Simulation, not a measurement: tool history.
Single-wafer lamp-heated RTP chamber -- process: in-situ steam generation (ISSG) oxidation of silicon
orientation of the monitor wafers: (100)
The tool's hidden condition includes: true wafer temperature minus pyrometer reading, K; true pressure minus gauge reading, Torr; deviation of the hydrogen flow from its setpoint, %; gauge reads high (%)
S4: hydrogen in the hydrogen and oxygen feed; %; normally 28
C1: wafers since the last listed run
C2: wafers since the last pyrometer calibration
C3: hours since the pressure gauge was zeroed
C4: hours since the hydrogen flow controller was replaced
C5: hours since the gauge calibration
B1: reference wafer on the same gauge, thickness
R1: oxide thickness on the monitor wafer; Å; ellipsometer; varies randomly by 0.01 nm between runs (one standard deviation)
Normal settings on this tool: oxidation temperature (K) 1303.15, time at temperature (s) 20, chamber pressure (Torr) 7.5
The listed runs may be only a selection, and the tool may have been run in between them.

{"run": 1, "day": 0.0, "oxidation temperature (K)": 1303.15, "time at temperature (s)": 20, "chamber pressure (Torr)": 7.5, "S4": 28, "C1": 0, "C2": 1342, "C3": 2959.2, "C4": 2456.4, "C5": 114.9, "B1": 8.161, "R1": 68.68}
{"run": 2, "day": 0.275, "oxidation temperature (K)": 1303.15, "time at temperature (s)": 20, "chamber pressure (Torr)": 7.5, "S4": 28, "C1": 70, "C2": 1413, "C3": 2965.8, "C4": 2463, "C5": 121.5, "B1": 8.158, "R1": 68.57}
{"run": 3, "day": 0.646, "oxidation temperature (K)": 1303.15, "time at temperature (s)": 20, "chamber pressure (Torr)": 7.5, "S4": 28, "C1": 95, "C2": 1508, "C3": 2974.7, "C4": 2471.9, "C5": 130.4, "B1": 8.163, "R1": 68.84}
{"run": 4, "day": 1.321, "oxidation temperature (K)": 1303.15, "time at temperature (s)": 20, "chamber pressure (Torr)": 7.5, "S4": 24, "C1": 173, "C2": 1681, "C3": 2990.9, "C4": 2488.1, "C5": 146.6, "B1": 8.161, "R1": 66.11}
{"run": 5, "day": 2.012, "oxidation temperature (K)": 1303.15, "time at temperature (s)": 20, "chamber pressure (Torr)": 7.5, "S4": 28, "C1": 177, "C2": 1859, "C3": 3007.5, "C4": 2504.7, "C5": 163.2, "B1": 8.16, "R1": 68.92}
{"day": 2.754, "done": "pyrometer window cleaned and pyrometer calibrated"}
{"run": 6, "day": 2.775, "oxidation temperature (K)": 1303.15, "time at temperature (s)": 20, "chamber pressure (Torr)": 7.5, "S4": 28, "C1": 110, "C2": 5, "C3": 3025.8, "C4": 2523, "C5": 181.5, "B1": 8.158, "R1": 68.23}
{"run": 7, "day": 2.925, "oxidation temperature (K)": 1318.15, "time at temperature (s)": 20, "chamber pressure (Torr)": 7.5, "S4": 28, "C1": 38, "C2": 43, "C3": 3029.4, "C4": 2526.6, "C5": 185.1, "B1": 8.162, "R1": 73.41}
{"run": 8, "day": 3.658, "oxidation temperature (K)": 1318.15, "time at temperature (s)": 20, "chamber pressure (Torr)": 7.5, "S4": 28, "C1": 188, "C2": 232, "C3": 3047, "C4": 2544.2, "C5": 202.7, "B1": 8.161, "R1": 73.42}
{"run": 9, "day": 4.396, "oxidation temperature (K)": 1303.15, "time at temperature (s)": 20, "chamber pressure (Torr)": 7.5, "S4": 28, "C1": 189, "C2": 421, "C3": 3064.7, "C4": 2561.9, "C5": 220.4, "B1": 8.162, "R1": 68.04}
{"run": 10, "day": 5.025, "oxidation temperature (K)": 1310.15, "time at temperature (s)": 20, "chamber pressure (Torr)": 7.5, "S4": 28, "C1": 161, "C2": 583, "C3": 3079.8, "C4": 2577, "C5": 235.5, "B1": 8.164, "R1": 70.64}
{"run": 11, "day": 5.579, "oxidation temperature (K)": 1310.15, "time at temperature (s)": 20, "chamber pressure (Torr)": 7.5, "S4": 28, "C1": 142, "C2": 725, "C3": 3093.1, "C4": 2590.3, "C5": 248.8, "B1": 8.158, "R1": 70.68}
{"run": 12, "day": 5.85, "oxidation temperature (K)": 1310.15, "time at temperature (s)": 20, "chamber pressure (Torr)": 7.5, "S4": 28, "C1": 69, "C2": 794, "C3": 3099.6, "C4": 2596.8, "C5": 255.3, "B1": 8.163, "R1": 70.73}
{"run": 13, "day": 6.317, "oxidation temperature (K)": 1303.15, "time at temperature (s)": 20, "chamber pressure (Torr)": 7.5, "S4": 28, "C1": 119, "C2": 914, "C3": 3110.8, "C4": 2608, "C5": 266.5, "B1": 8.159, "R1": 68.41}
{"run": 14, "day": 6.838, "oxidation temperature (K)": 1294.15, "time at temperature (s)": 20, "chamber pressure (Torr)": 7.5, "S4": 31, "C1": 133, "C2": 1048, "C3": 3123.3, "C4": 2620.5, "C5": 279, "B1": 8.162, "R1": 67.37}
{"day": 6.979, "done": "gauge calibrated"}
{"run": 15, "day": 7.512, "oxidation temperature (K)": 1303.15, "time at temperature (s)": 20, "chamber pressure (Torr)": 7.5, "S4": 32, "C1": 173, "C2": 1221, "C3": 3139.5, "C4": 2636.7, "C5": 12.8, "B1": 8.158, "R1": 71.02}
{"run": 16, "day": 8.004, "oxidation temperature (K)": 1322.15, "time at temperature (s)": 20, "chamber pressure (Torr)": 7.1, "S4": 28, "C1": 126, "C2": 1347, "C3": 3151.3, "C4": 2648.5, "C5": 24.6, "B1": 8.161, "R1": 75.69}
{"day": 8.812, "done": "hydrogen flow controller replaced"}
{"run": 17, "day": 8.833, "oxidation temperature (K)": 1310.15, "time at temperature (s)": 20, "chamber pressure (Torr)": 8.5, "S4": 28, "C1": 127, "C2": 1475, "C3": 3171.2, "C4": 0.5, "C5": 44.5, "B1": 8.159, "R1": 70.81}
{"run": 18, "day": 9.162, "oxidation temperature (K)": 1303.15, "time at temperature (s)": 28, "chamber pressure (Torr)": 7.5, "S4": 20, "C1": 84, "C2": 1559, "C3": 3179.1, "C4": 8.4, "C5": 52.4, "B1": 8.159, "R1": 75.14}
{"day": 9.929, "done": "pyrometer window cleaned and pyrometer calibrated"}
{"day": 10.233, "done": "pressure gauge zeroed"}
{"run": 19, "day": 10.254, "oxidation temperature (K)": 1291.15, "time at temperature (s)": 14, "chamber pressure (Torr)": 6.9, "S4": 28, "C1": 116, "C2": 4, "C3": 0.5, "C4": 34.6, "C5": 78.6, "B1": 8.16, "R1": 54.36}
{"run": 20, "day": 10.358, "oxidation temperature (K)": 1291.15, "time at temperature (s)": 14, "chamber pressure (Torr)": 6.9, "S4": 28, "C1": 26, "C2": 31, "C3": 3, "C4": 37.1, "C5": 81.1, "B1": 8.162, "R1": 54.6}
{"run": 21, "day": 10.9, "oxidation temperature (K)": 1318.15, "time at temperature (s)": 20, "chamber pressure (Torr)": 7.5, "S4": 28, "C1": 139, "C2": 170, "C3": 16, "C4": 50.1, "C5": 94.1, "B1": 8.16, "R1": 73.67}
{"run": 22, "day": 11.2, "oxidation temperature (K)": 1303.15, "time at temperature (s)": 17, "chamber pressure (Torr)": 7.5, "S4": 28, "C1": 77, "C2": 247, "C3": 23.2, "C4": 57.3, "C5": 101.3, "B1": 8.161, "R1": 63.02}
{"run": 23, "day": 11.812, "oxidation temperature (K)": 1303.15, "time at temperature (s)": 28, "chamber pressure (Torr)": 8.6, "S4": 28, "C1": 157, "C2": 405, "C3": 37.9, "C4": 72, "C5": 116, "B1": 8.159, "R1": 80.15}
{"run": 24, "day": 12.312, "oxidation temperature (K)": 1290.15, "time at temperature (s)": 20, "chamber pressure (Torr)": 7.5, "S4": 28, "C1": 128, "C2": 533, "C3": 49.9, "C4": 84, "C5": 128, "B1": 8.161, "R1": 63.95}
{"run": 25, "day": 13.05, "oxidation temperature (K)": 1303.15, "time at temperature (s)": 20, "chamber pressure (Torr)": 7.5, "S4": 21, "C1": 189, "C2": 722, "C3": 67.6, "C4": 101.7, "C5": 145.7, "B1": 8.161, "R1": 63.57}

4 ways to go on from here, each from the tool as it stands after run 25. What would each give?
{"run": "A", "day": 13.067, "oxidation temperature (K)": 1303.15, "time at temperature (s)": 20, "chamber pressure (Torr)": 8.3, "S4": 28, "C1": 4, "C2": 727, "C3": 68, "C4": 102.1, "C5": 146.1, "B1": "?", "R1": "?"}
{"run": "B", "day": 13.067, "oxidation temperature (K)": 1308.15, "time at temperature (s)": 16, "chamber pressure (Torr)": 7.9, "S4": 20, "C1": 4, "C2": 727, "C3": 68, "C4": 102.1, "C5": 146.1, "B1": "?", "R1": "?"}
{"run": "C", "day": 13.067, "oxidation temperature (K)": 1303.15, "time at temperature (s)": 23, "chamber pressure (Torr)": 8.8, "S4": 28, "C1": 4, "C2": 727, "C3": 68, "C4": 102.1, "C5": 146.1, "B1": "?", "R1": "?"}
{"run": "D", "day": 13.067, "oxidation temperature (K)": 1303.15, "time at temperature (s)": 16, "chamber pressure (Torr)": 8.5, "S4": 28, "C1": 4, "C2": 727, "C3": 68, "C4": 102.1, "C5": 146.1, "B1": "?", "R1": "?"}

run=A B1=8.156 R1=68.04
run=B B1=8.156 R1=57.6
run=C B1=8.156 R1=72.49
run=D B1=8.156 R1=60.97
Without the tool's unlogged condition, the same runs would have read:
run=A R1=67.86
run=B R1=57.45
run=C R1=72.29
run=D R1=60.81

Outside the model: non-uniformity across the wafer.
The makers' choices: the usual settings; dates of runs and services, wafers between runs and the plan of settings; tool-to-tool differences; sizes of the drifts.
